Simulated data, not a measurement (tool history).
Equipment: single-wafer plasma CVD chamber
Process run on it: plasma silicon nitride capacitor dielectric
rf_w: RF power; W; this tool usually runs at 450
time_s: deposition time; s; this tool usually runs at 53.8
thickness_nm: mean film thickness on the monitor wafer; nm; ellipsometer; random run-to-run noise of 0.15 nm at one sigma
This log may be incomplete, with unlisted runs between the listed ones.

run    hour  rf_w  time_s  read-back reference wafer on the same gauge, thickness_nm  thickness_nm
  1       0   385    53.8                                                      70.49        67.432
  2    29.7   385    53.8                                                     70.476          67.2
  3    95.2   385    53.8                                                     70.474        67.084
  4   151.6   450    60.7                                                     70.516        78.266
  5   340.9   450    49.4                                                      70.51        63.831
  6   387.9   450    49.4                                                     70.523        63.995
  7   458.1   450    49.4                                                     70.495        63.886
  8   529.7   450    53.8                                                     70.473        69.333
      583.1  -- showerhead replaced
  9   583.6   450    53.8                                                     70.485        69.232
 10   645.4   450    53.8                                                     70.499        69.399
 11   704.9   495    59.3                                                     70.498        78.184
 12     758   450    53.8                                                     70.497        69.323
      810.5  -- gauge calibrated
 13   811.9   450    43.2                                                     70.539        55.794
 14   838.5   515    58.2                                                     70.532        77.702
 15   874.2   450    53.8                                                     70.484        69.394
 16   910.7   450    53.8                                                     70.522        69.538
      928.6  -- RF generator calibrated
 17   981.9   450    53.8                                                     70.506        70.566
 18  1006.3   500    57.9                                                     70.502        77.966
 19  1096.2   450    43.6                                                     70.524        57.152
 20  1143.8   450    53.8                                                     70.502        70.466
 21  1181.8   515    44.1                                                      70.52        59.432
 22  1227.3   450    45.4                                                      70.49        59.184
 23  1304.9   540      59                                                     70.481        80.247
 24  1342.3   450    53.8                                                     70.517        69.715

5 ways to go on from here, each from the tool as it stands after run 24. What would each give?
  A  1342.7   450    53.8                                                          ?             ?
  B  1342.7   505    60.8                                                          ?             ?
  C  1342.7   405    47.5                                                          ?             ?
  D  1342.7   450    61.8                                                          ?             ?
  E  1342.7   480    45.4                                                          ?             ?

run  read-back reference wafer on the same gauge, thickness_nm  thickness_nm
  A                                                     70.526        70.069
  B                                                     70.526        81.419
  C                                                     70.526        60.345
  D                                                     70.526        80.488
  E                                                     70.526        60.052
Take away the tool's hidden state, keep each run's random variation, and the runs would have read:
run  thickness_nm
  A        70.774
  B        82.239
  C        60.953
  D        81.298
  E        60.657
